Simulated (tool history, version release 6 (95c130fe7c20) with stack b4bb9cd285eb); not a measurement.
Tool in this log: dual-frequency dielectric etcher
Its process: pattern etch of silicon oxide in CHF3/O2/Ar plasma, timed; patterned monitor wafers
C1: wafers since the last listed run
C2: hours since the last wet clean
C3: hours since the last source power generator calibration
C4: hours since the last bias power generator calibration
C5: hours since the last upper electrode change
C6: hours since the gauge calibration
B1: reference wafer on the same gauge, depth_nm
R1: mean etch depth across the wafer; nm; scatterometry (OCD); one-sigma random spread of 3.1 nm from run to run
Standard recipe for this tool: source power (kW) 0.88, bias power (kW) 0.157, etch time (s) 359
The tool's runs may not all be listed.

run 1 hour=0 | source_power_(kW)=1.03 bias_power_(kW)=0.157 etch_time_(s)=306.5 | C1=0 C2=366 C3=3341.4 C4=4952.7 C5=0.9 C6=571.7 | B1=887.6 | R1=742.3
run 2 hour=24 | source_power_(kW)=1.03 bias_power_(kW)=0.157 etch_time_(s)=306.5 | C1=63 C2=390 C3=3365.4 C4=4976.7 C5=24.9 C6=595.7 | B1=888.5 | R1=745.9
run 3 hour=47.8 | source_power_(kW)=0.88 bias_power_(kW)=0.157 etch_time_(s)=415 | C1=63 C2=413.8 C3=3389.2 C4=5000.5 C5=48.7 C6=619.5 | B1=885.1 | R1=969.5
-- hour=58.4 gauge calibrated
-- hour=84.5 wet clean of the chamber
run 4 hour=85 | source_power_(kW)=0.97 bias_power_(kW)=0.157 etch_time_(s)=359 | C1=35 C2=0.5 C3=3426.4 C4=5037.7 C5=85.9 C6=26.6 | B1=887.7 | R1=822.1
run 5 hour=86.8 | source_power_(kW)=0.97 bias_power_(kW)=0.157 etch_time_(s)=359 | C1=4 C2=2.3 C3=3428.2 C4=5039.5 C5=87.7 C6=28.4 | B1=886.3 | R1=825.4
run 6 hour=108.2 | source_power_(kW)=0.88 bias_power_(kW)=0.157 etch_time_(s)=359 | C1=57 C2=23.7 C3=3449.6 C4=5060.9 C5=109.1 C6=49.8 | B1=885.7 | R1=800
run 7 hour=129.3 | source_power_(kW)=0.88 bias_power_(kW)=0.157 etch_time_(s)=397.5 | C1=56 C2=44.8 C3=3470.7 C4=5082 C5=130.2 C6=70.9 | B1=886 | R1=893.2
-- hour=154.8 bias power generator calibrated
run 8 hour=155.3 | source_power_(kW)=0.88 bias_power_(kW)=0.129 etch_time_(s)=359 | C1=58 C2=70.8 C3=3496.7 C4=0.5 C5=156.2 C6=96.9 | B1=886.5 | R1=733.7
run 9 hour=185.3 | source_power_(kW)=0.88 bias_power_(kW)=0.129 etch_time_(s)=359 | C1=79 C2=100.8 C3=3526.7 C4=30.5 C5=186.2 C6=126.9 | B1=886.8 | R1=734.3
-- hour=199 source power generator calibrated
run 10 hour=212.5 | source_power_(kW)=0.88 bias_power_(kW)=0.157 etch_time_(s)=359 | C1=61 C2=128 C3=13.5 C4=57.7 C5=213.4 C6=154.1 | B1=886.6 | R1=813.3
run 11 hour=238.5 | source_power_(kW)=0.88 bias_power_(kW)=0.157 etch_time_(s)=359 | C1=69 C2=154 C3=39.5 C4=83.7 C5=239.4 C6=180.1 | B1=887.2 | R1=804
run 12 hour=251.8 | source_power_(kW)=0.75 bias_power_(kW)=0.157 etch_time_(s)=461.5 | C1=35 C2=167.3 C3=52.8 C4=97 C5=252.7 C6=193.4 | B1=886.1 | R1=1001.4
run 13 hour=286.3 | source_power_(kW)=0.81 bias_power_(kW)=0.129 etch_time_(s)=359 | C1=91 C2=201.8 C3=87.3 C4=131.5 C5=287.2 C6=227.9 | B1=887.3 | R1=726.8
run 14 hour=311.7 | source_power_(kW)=0.88 bias_power_(kW)=0.157 etch_time_(s)=440.5 | C1=67 C2=227.2 C3=112.7 C4=156.9 C5=312.6 C6=253.3 | B1=886.6 | R1=999.6
run 15 hour=333.2 | source_power_(kW)=0.88 bias_power_(kW)=0.175 etch_time_(s)=413 | C1=57 C2=248.7 C3=134.2 C4=178.4 C5=334.1 C6=274.8 | B1=886.6 | R1=992.3
run 16 hour=364.8 | source_power_(kW)=0.73 bias_power_(kW)=0.178 etch_time_(s)=273.5 | C1=84 C2=280.3 C3=165.8 C4=210 C5=365.7 C6=306.4 | B1=887.4 | R1=629.9
run 17 hour=382.2 | source_power_(kW)=0.88 bias_power_(kW)=0.157 etch_time_(s)=416 | C1=46 C2=297.7 C3=183.2 C4=227.4 C5=383.1 C6=323.8 | B1=885.7 | R1=957.1
run 18 hour=406.9 | source_power_(kW)=1.01 bias_power_(kW)=0.139 etch_time_(s)=261 | C1=65 C2=322.4 C3=207.9 C4=252.1 C5=407.8 C6=348.5 | B1=886.6 | R1=587.8
run 19 hour=422 | source_power_(kW)=0.75 bias_power_(kW)=0.157 etch_time_(s)=359 | C1=40 C2=337.5 C3=223 C4=267.2 C5=422.9 C6=363.6 | B1=888 | R1=794.4
-- hour=456.8 wet clean of the chamber
run 20 hour=457.3 | source_power_(kW)=0.88 bias_power_(kW)=0.146 etch_time_(s)=320 | C1=30 C2=0.5 C3=258.3 C4=302.5 C5=458.2 C6=398.9 | B1=887.2 | R1=692.4
run 21 hour=464.9 | source_power_(kW)=0.75 bias_power_(kW)=0.157 etch_time_(s)=461.5 | C1=20 C2=8.1 C3=265.9 C4=310.1 C5=465.8 C6=406.5 | B1=887.2 | R1=986

For run 22, what comes out?
run 22 hour=477.3 | source_power_(kW)=0.67 bias_power_(kW)=0.187 etch_time_(s)=287 | C1=33 C2=20.5 C3=278.3 C4=322.5 C5=478.2 C6=418.9 | B1=? | R1=?

{"run 22": {"B1": 886.5, "R1": 646.3}}
Minus the tool's unlogged condition, the same run would have read R1 644.2 nm.
